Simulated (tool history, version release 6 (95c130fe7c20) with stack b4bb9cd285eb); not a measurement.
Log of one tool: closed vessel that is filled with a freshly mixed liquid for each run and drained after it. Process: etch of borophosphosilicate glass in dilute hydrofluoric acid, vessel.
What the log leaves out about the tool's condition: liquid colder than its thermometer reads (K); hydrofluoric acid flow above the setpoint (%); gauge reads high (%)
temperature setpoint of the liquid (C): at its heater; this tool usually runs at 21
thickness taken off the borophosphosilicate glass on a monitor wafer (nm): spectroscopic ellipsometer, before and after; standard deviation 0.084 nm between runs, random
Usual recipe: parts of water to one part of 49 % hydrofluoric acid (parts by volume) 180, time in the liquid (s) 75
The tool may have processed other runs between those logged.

run     day  temperature setpoint of the liquid (C)  parts of water to one part of 49 % hydrofluoric acid (parts by volume)  time in the liquid (s)  wafers since the last listed run  hours since the thermometer was replaced  hours since the hydrofluoric acid flow meter was replaced  hours since the gauge calibration  read-back film thickness of the borophosphosilicate glass reference wafer, read on the same gauge (nm)  thickness taken off the borophosphosilicate glass on a monitor wafer (nm)
  1       0                                      21                                                                     180                      75                                 0                                    2877.4                                                      547.3                              183.1                                                                                                   29.98                                                                      12.52
  2   1.079                                    24.5                                                                     180                      75                              2932                                    2903.3                                                      573.2                                209                                                                                                   29.98                                                                      14.67
  3   4.283                                    24.5                                                                     180                      75                              8707                                    2980.2                                                      650.1                              285.9                                                                                                   30.02                                                                      14.51
  4   4.821                                    24.5                                                                     180                      75                              1460                                    2993.1                                                        663                              298.8                                                                                                   30.01                                                                      14.77
  5   6.967                                      21                                                                     180                      75                              5831                                    3044.6                                                      714.5                              350.3                                                                                                      30                                                                      12.89
      7.033  -- thermometer replaced
  6   8.329                                      21                                                                     180                      75                              3589                                      31.1                                                      747.2                                383                                                                                                   30.02                                                                      13.09
  7    9.55                                    19.5                                                                     180                      75                              3317                                      60.4                                                      776.5                              412.3                                                                                                      30                                                                      12.28
  8  10.192                                      21                                                                     180                     110                              1743                                      75.8                                                      791.9                              427.7                                                                                                   30.04                                                                      19.38
  9  11.429                                    23.5                                                                     135                     115                              3362                                     105.5                                                      821.6                              457.4                                                                                                   29.96                                                                      30.68
     12.462  -- gauge calibrated
 10  14.125                                    23.5                                                                     145                      75                              7326                                     170.2                                                      886.3                               39.9                                                                                                   30.05                                                                      19.02
 11    14.8                                    24.5                                                                     115                      85                              1834                                     186.4                                                      902.5                               56.1                                                                                                   29.98                                                                      29.04
     15.754  -- hydrofluoric acid flow meter replaced
 12  18.279                                      21                                                                     265                      50                              9341                                     269.9                                                       60.6                              139.6                                                                                                   29.98                                                                       4.95
 13  19.133                                      21                                                                     180                      75                              2321                                     290.4                                                       81.1                              160.1                                                                                                   29.98                                                                      12.05
 14  20.567                                      23                                                                     125                      75                              3895                                     324.8                                                      115.5                              194.5                                                                                                      30                                                                      20.03

What if the next run were any one of these 4? Each begins from the tool's condition after run 14:
  A  20.596                                      21                                                                     180                      75                                79                                     325.5                                                      116.2                              195.2                                                                                                       ?                                                                          ?
  B  20.596                                      23                                                                     180                      75                                79                                     325.5                                                      116.2                              195.2                                                                                                       ?                                                                          ?
  C  20.596                                    18.5                                                                     215                      95                                79                                     325.5                                                      116.2                              195.2                                                                                                       ?                                                                          ?
  D  20.596                                      21                                                                     180                      90                                79                                     325.5                                                      116.2                              195.2                                                                                                       ?                                                                          ?

run  read-back film thickness of the borophosphosilicate glass reference wafer, read on the same gauge (nm)  thickness taken off the borophosphosilicate glass on a monitor wafer (nm)
  A                                                                                                   29.99                                                                      12.15
  B                                                                                                   29.99                                                                      13.12
  C                                                                                                   29.99                                                                       11.3
  D                                                                                                   29.99                                                                      14.58
Take away the tool's hidden state, keep each run's random variation, and the runs would have read:
run  thickness taken off the borophosphosilicate glass on a monitor wafer (nm)
  A                                                                      11.84
  B                                                                      12.78
  C                                                                      11.01
  D                                                                      14.21

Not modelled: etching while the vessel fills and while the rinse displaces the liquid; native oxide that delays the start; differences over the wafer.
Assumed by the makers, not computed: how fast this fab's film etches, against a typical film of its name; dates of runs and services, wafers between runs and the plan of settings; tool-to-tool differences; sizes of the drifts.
